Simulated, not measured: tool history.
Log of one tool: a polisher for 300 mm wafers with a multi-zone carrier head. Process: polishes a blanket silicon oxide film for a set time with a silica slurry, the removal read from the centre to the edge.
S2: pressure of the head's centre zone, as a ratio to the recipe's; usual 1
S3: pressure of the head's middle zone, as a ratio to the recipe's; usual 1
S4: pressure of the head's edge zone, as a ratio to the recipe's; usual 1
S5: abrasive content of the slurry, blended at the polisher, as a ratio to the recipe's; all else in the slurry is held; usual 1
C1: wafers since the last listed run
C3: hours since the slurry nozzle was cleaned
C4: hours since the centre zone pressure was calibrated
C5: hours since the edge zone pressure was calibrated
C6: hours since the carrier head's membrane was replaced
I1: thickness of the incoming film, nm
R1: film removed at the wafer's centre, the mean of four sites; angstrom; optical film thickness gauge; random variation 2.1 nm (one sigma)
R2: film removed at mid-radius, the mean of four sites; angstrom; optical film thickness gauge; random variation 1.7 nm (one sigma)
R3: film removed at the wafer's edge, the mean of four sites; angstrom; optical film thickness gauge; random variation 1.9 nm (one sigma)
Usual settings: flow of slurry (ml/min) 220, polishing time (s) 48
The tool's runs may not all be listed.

run 1 hour=0 | flow_of_slurry_(ml/min)=220 S2=0.92 S3=1.06 S4=1 S5=1 polishing_time_(s)=48 | C1=0 wafers_polished_on_this_pad=715 C3=300.8 C4=21.4 C5=562.3 C6=119.6 | I1=1889.9 | R1=1349 R2=1550 R3=1448
run 2 hour=65.2 | flow_of_slurry_(ml/min)=220 S2=0.92 S3=1.06 S4=1 S5=1 polishing_time_(s)=48 | C1=632 wafers_polished_on_this_pad=1348 C3=366 C4=86.6 C5=627.5 C6=184.8 | I1=1912.7 | R1=1285 R2=1543 R3=1419
-- hour=95 edge zone pressure recalibrated
run 3 hour=129.6 | flow_of_slurry_(ml/min)=220 S2=1 S3=1 S4=1 S5=1 polishing_time_(s)=48 | C1=605 wafers_polished_on_this_pad=1953 C3=430.4 C4=151 C5=34.6 C6=249.2 | I1=1871.8 | R1=1387 R2=1452 R3=1410
run 4 hour=169.5 | flow_of_slurry_(ml/min)=220 S2=1 S3=1 S4=1 S5=1 polishing_time_(s)=48 | C1=387 wafers_polished_on_this_pad=2340 C3=470.3 C4=190.9 C5=74.5 C6=289.1 | I1=1926.9 | R1=1367 R2=1426 R3=1401
run 5 hour=204 | flow_of_slurry_(ml/min)=220 S2=1 S3=1 S4=1 S5=1 polishing_time_(s)=48 | C1=334 wafers_polished_on_this_pad=2675 C3=504.8 C4=225.4 C5=109 C6=323.6 | I1=1900.9 | R1=1380 R2=1418 R3=1416
run 6 hour=232.8 | flow_of_slurry_(ml/min)=220 S2=1 S3=1 S4=1 S5=1 polishing_time_(s)=48 | C1=279 wafers_polished_on_this_pad=2954 C3=533.6 C4=254.2 C5=137.8 C6=352.4 | I1=1864.1 | R1=1370 R2=1378 R3=1376
-- hour=239.6 worn pad replaced by a new one, repeated, since the last time left the tool worse
run 7 hour=271.4 | flow_of_slurry_(ml/min)=220 S2=0.91 S3=1.04 S4=1.06 S5=1 polishing_time_(s)=48 | C1=335 wafers_polished_on_this_pad=308 C3=572.2 C4=292.8 C5=176.4 C6=391 | I1=1863 | R1=1545 R2=1746 R3=1684
-- hour=278.9 centre zone pressure recalibrated
run 8 hour=313.8 | flow_of_slurry_(ml/min)=220 S2=1 S3=0.92 S4=1 S5=1 polishing_time_(s)=39 | C1=391 wafers_polished_on_this_pad=700 C3=614.6 C4=34.9 C5=218.8 C6=433.4 | I1=1887.5 | R1=1322 R2=1300 R3=1349
run 9 hour=381.1 | flow_of_slurry_(ml/min)=220 S2=1 S3=1 S4=1 S5=1 polishing_time_(s)=48 | C1=652 wafers_polished_on_this_pad=1353 C3=681.9 C4=102.2 C5=286.1 C6=500.7 | I1=1924.2 | R1=1634 R2=1646 R3=1639
-- hour=424.7 slurry nozzle cleaned
run 10 hour=527.8 | flow_of_slurry_(ml/min)=220 S2=1 S3=1 S4=1 S5=1 polishing_time_(s)=48 | C1=1413 wafers_polished_on_this_pad=2766 C3=103.1 C4=248.9 C5=432.8 C6=647.4 | I1=1905 | R1=1547 R2=1593 R3=1606
run 11 hour=567.5 | flow_of_slurry_(ml/min)=220 S2=1 S3=1 S4=1 S5=1 polishing_time_(s)=37 | C1=385 wafers_polished_on_this_pad=3151 C3=142.8 C4=288.6 C5=472.5 C6=687.1 | I1=1903.6 | R1=1204 R2=1239 R3=1207
-- hour=635.8 centre zone pressure recalibrated
-- hour=641.6 worn pad replaced by a new one
run 12 hour=656.1 | flow_of_slurry_(ml/min)=220 S2=1 S3=1 S4=1 S5=1 polishing_time_(s)=48 | C1=801 wafers_polished_on_this_pad=140 C3=231.4 C4=20.3 C5=561.1 C6=775.7 | I1=1921.9 | R1=1642 R2=1719 R3=1679
run 13 hour=716.9 | flow_of_slurry_(ml/min)=220 S2=0.93 S3=1.07 S4=1 S5=1.1 polishing_time_(s)=48 | C1=589 wafers_polished_on_this_pad=730 C3=292.2 C4=81.1 C5=621.9 C6=836.5 | I1=1910.2 | R1=1589 R2=1838 R3=1739
run 14 hour=774.9 | flow_of_slurry_(ml/min)=195 S2=1 S3=1 S4=1 S5=1 polishing_time_(s)=48 | C1=562 wafers_polished_on_this_pad=1293 C3=350.2 C4=139.1 C5=679.9 C6=894.5 | I1=1912.2 | R1=1560 R2=1617 R3=1618
run 15 hour=821.1 | flow_of_slurry_(ml/min)=220 S2=1 S3=1 S4=1 S5=1 polishing_time_(s)=48 | C1=448 wafers_polished_on_this_pad=1741 C3=396.4 C4=185.3 C5=726.1 C6=940.7 | I1=1901.5 | R1=1580 R2=1630 R3=1600
-- hour=823.9 edge zone pressure recalibrated
run 16 hour=852.8 | flow_of_slurry_(ml/min)=220 S2=1 S3=0.97 S4=1 S5=1 polishing_time_(s)=63 | C1=288 wafers_polished_on_this_pad=2029 C3=428.1 C4=217 C5=28.9 C6=972.4 | I1=1897 | R1=2077 R2=2112 R3=2137
run 17 hour=883.3 | flow_of_slurry_(ml/min)=220 S2=1 S3=1.07 S4=1.07 S5=1.1 polishing_time_(s)=48 | C1=295 wafers_polished_on_this_pad=2325 C3=458.6 C4=247.5 C5=59.4 C6=1002.9 | I1=1889.2 | R1=1658 R2=1835 R3=1707
-- hour=899.3 carrier head's membrane replaced by a new one
run 18 hour=954.2 | flow_of_slurry_(ml/min)=220 S2=1 S3=1 S4=1 S5=1 polishing_time_(s)=37 | C1=639 wafers_polished_on_this_pad=2964 C3=529.5 C4=318.4 C5=130.3 C6=54.9 | I1=1908.9 | R1=1211 R2=1237 R3=1210
run 19 hour=984.2 | flow_of_slurry_(ml/min)=280 S2=1 S3=1 S4=1 S5=1 polishing_time_(s)=59 | C1=291 wafers_polished_on_this_pad=3255 C3=559.5 C4=348.4 C5=160.3 C6=84.9 | I1=1917.5 | R1=1967 R2=2015 R3=1980
run 20 hour=1026.2 | flow_of_slurry_(ml/min)=190 S2=1 S3=1 S4=1 S5=0.9 polishing_time_(s)=48 | C1=407 wafers_polished_on_this_pad=3662 C3=601.5 C4=390.4 C5=202.3 C6=126.9 | I1=1874.6 | R1=1398 R2=1455 R3=1448
-- hour=1031.7 centre zone pressure recalibrated
-- hour=1038.9 worn pad replaced by a new one
run 21 hour=1067.9 | flow_of_slurry_(ml/min)=220 S2=1 S3=1 S4=1 S5=1 polishing_time_(s)=48 | C1=346 wafers_polished_on_this_pad=281 C3=643.2 C4=36.2 C5=244 C6=168.6 | I1=1900.6 | R1=1626 R2=1694 R3=1684
run 22 hour=1102.5 | flow_of_slurry_(ml/min)=220 S2=1 S3=0.93 S4=1 S5=1 polishing_time_(s)=41 | C1=335 wafers_polished_on_this_pad=616 C3=677.8 C4=70.8 C5=278.6 C6=203.2 | I1=1889.5 | R1=1416 R2=1337 R3=1416

3 ways to go on from here, each from the tool as it stands after run 22. What would each give?
run A hour=1102.9 | flow_of_slurry_(ml/min)=220 S2=1 S3=1 S4=1 S5=1 polishing_time_(s)=48 | C1=3 wafers_polished_on_this_pad=620 C3=678.2 C4=71.2 C5=279 C6=203.6 | I1=1887.4 | R1=? R2=? R3=?
run B hour=1102.9 | flow_of_slurry_(ml/min)=185 S2=1 S3=0.89 S4=1 S5=1 polishing_time_(s)=39 | C1=3 wafers_polished_on_this_pad=620 C3=678.2 C4=71.2 C5=279 C6=203.6 | I1=1887.4 | R1=? R2=? R3=?
run C hour=1102.9 | flow_of_slurry_(ml/min)=220 S2=0.88 S3=1 S4=1 S5=1 polishing_time_(s)=35 | C1=3 wafers_polished_on_this_pad=620 C3=678.2 C4=71.2 C5=279 C6=203.6 | I1=1887.4 | R1=? R2=? R3=?

run=A R1=1649 R2=1674 R3=1642
run=B R1=1299 R2=1200 R3=1309
run=C R1=1057 R2=1221 R3=1197
Without the tool's hidden state the same runs would have given:
run=A R1=1675 R2=1700 R3=1667
run=B R1=1318 R2=1219 R3=1329
run=C R1=1073 R2=1240 R3=1215
